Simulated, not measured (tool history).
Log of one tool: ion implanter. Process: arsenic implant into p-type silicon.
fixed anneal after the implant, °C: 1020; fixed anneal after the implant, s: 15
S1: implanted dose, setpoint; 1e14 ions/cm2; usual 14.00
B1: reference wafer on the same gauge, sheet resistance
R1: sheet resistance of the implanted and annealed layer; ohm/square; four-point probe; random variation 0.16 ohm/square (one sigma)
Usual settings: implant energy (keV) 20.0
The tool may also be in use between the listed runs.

run 1 hour=0.0 | S1=14.00 implant_energy_(keV)=20.0 | B1=85.01 | R1=101.49
run 2 hour=40.4 | S1=14.00 implant_energy_(keV)=20.0 | B1=85.00 | R1=101.12
run 3 hour=68.5 | S1=14.00 implant_energy_(keV)=20.0 | B1=85.03 | R1=101.29
run 4 hour=98.7 | S1=14.00 implant_energy_(keV)=20.0 | B1=84.94 | R1=101.29
run 5 hour=122.8 | S1=14.00 implant_energy_(keV)=20.0 | B1=85.02 | R1=101.07
run 6 hour=153.3 | S1=14.00 implant_energy_(keV)=23.0 | B1=85.06 | R1=97.23
run 7 hour=183.9 | S1=14.00 implant_energy_(keV)=23.0 | B1=85.02 | R1=97.20
run 8 hour=215.1 | S1=14.00 implant_energy_(keV)=23.0 | B1=85.03 | R1=97.11
run 9 hour=247.4 | S1=14.00 implant_energy_(keV)=20.0 | B1=84.99 | R1=101.21
run 10 hour=271.4 | S1=14.00 implant_energy_(keV)=20.0 | B1=84.99 | R1=101.00
run 11 hour=291.0 | S1=16.03 implant_energy_(keV)=20.0 | B1=84.92 | R1=97.24
-- hour=331.4 extraction supply calibrated
run 12 hour=357.2 | S1=16.03 implant_energy_(keV)=20.0 | B1=85.00 | R1=96.82
run 13 hour=382.0 | S1=16.03 implant_energy_(keV)=20.0 | B1=85.05 | R1=96.76
run 14 hour=395.1 | S1=14.00 implant_energy_(keV)=20.0 | B1=85.00 | R1=100.60
run 15 hour=429.5 | S1=14.00 implant_energy_(keV)=20.0 | B1=84.98 | R1=100.54
run 16 hour=442.6 | S1=12.74 implant_energy_(keV)=17.5 | B1=85.01 | R1=107.47
run 17 hour=476.1 | S1=14.00 implant_energy_(keV)=16.0 | B1=85.00 | R1=106.73
run 18 hour=497.9 | S1=16.05 implant_energy_(keV)=20.0 | B1=84.96 | R1=96.63
-- hour=532.1 Faraday cup replaced and dose calibrated
run 19 hour=532.6 | S1=14.00 implant_energy_(keV)=20.0 | B1=84.95 | R1=102.37
run 20 hour=557.8 | S1=10.17 implant_energy_(keV)=17.5 | B1=84.97 | R1=121.65
run 21 hour=584.7 | S1=12.24 implant_energy_(keV)=15.0 | B1=84.96 | R1=115.39
run 22 hour=617.3 | S1=16.23 implant_energy_(keV)=17.5 | B1=85.01 | R1=101.44
run 23 hour=653.2 | S1=14.00 implant_energy_(keV)=20.0 | B1=85.02 | R1=102.47
run 24 hour=683.4 | S1=16.03 implant_energy_(keV)=20.0 | B1=84.98 | R1=98.42
-- hour=693.1 gauge calibrated
run 25 hour=707.5 | S1=14.00 implant_energy_(keV)=16.5 | B1=84.98 | R1=107.80
run 26 hour=737.3 | S1=14.00 implant_energy_(keV)=20.0 | B1=85.02 | R1=102.62
run 27 hour=765.1 | S1=14.00 implant_energy_(keV)=20.0 | B1=85.00 | R1=102.60
run 28 hour=842.9 | S1=14.00 implant_energy_(keV)=20.0 | B1=85.02 | R1=102.35
run 29 hour=878.1 | S1=10.39 implant_energy_(keV)=14.0 | B1=84.98 | R1=125.73
run 30 hour=894.7 | S1=18.06 implant_energy_(keV)=16.0 | B1=85.01 | R1=101.27
run 31 hour=919.9 | S1=12.61 implant_energy_(keV)=22.0 | B1=84.98 | R1=103.99
run 32 hour=938.8 | S1=14.00 implant_energy_(keV)=20.0 | B1=84.99 | R1=102.53
run 33 hour=963.3 | S1=10.51 implant_energy_(keV)=26.5 | B1=85.04 | R1=108.66
run 34 hour=1004.1 | S1=17.70 implant_energy_(keV)=25.0 | B1=84.95 | R1=89.05
run 35 hour=1034.8 | S1=15.66 implant_energy_(keV)=22.5 | B1=84.99 | R1=95.39

Forecast each of these 5 alternatives for the next run:
run A hour=1035.2 | S1=14.00 implant_energy_(keV)=20.0 | B1=? | R1=?
run B hour=1035.2 | S1=10.08 implant_energy_(keV)=15.5 | B1=? | R1=?
run C hour=1035.2 | S1=15.88 implant_energy_(keV)=26.5 | B1=? | R1=?
run D hour=1035.2 | S1=14.00 implant_energy_(keV)=24.0 | B1=? | R1=?
run E hour=1035.2 | S1=10.46 implant_energy_(keV)=25.0 | B1=? | R1=?

run=A B1=84.99 R1=102.35
run=B B1=84.99 R1=125.01
run=C B1=84.99 R1=90.25
run=D B1=84.99 R1=97.26
run=E B1=84.99 R1=110.33
Without the tool's hidden state the same runs would have given:
run=A R1=102.52
run=B R1=125.31
run=C R1=90.39
run=D R1=97.43
run=E R1=110.62

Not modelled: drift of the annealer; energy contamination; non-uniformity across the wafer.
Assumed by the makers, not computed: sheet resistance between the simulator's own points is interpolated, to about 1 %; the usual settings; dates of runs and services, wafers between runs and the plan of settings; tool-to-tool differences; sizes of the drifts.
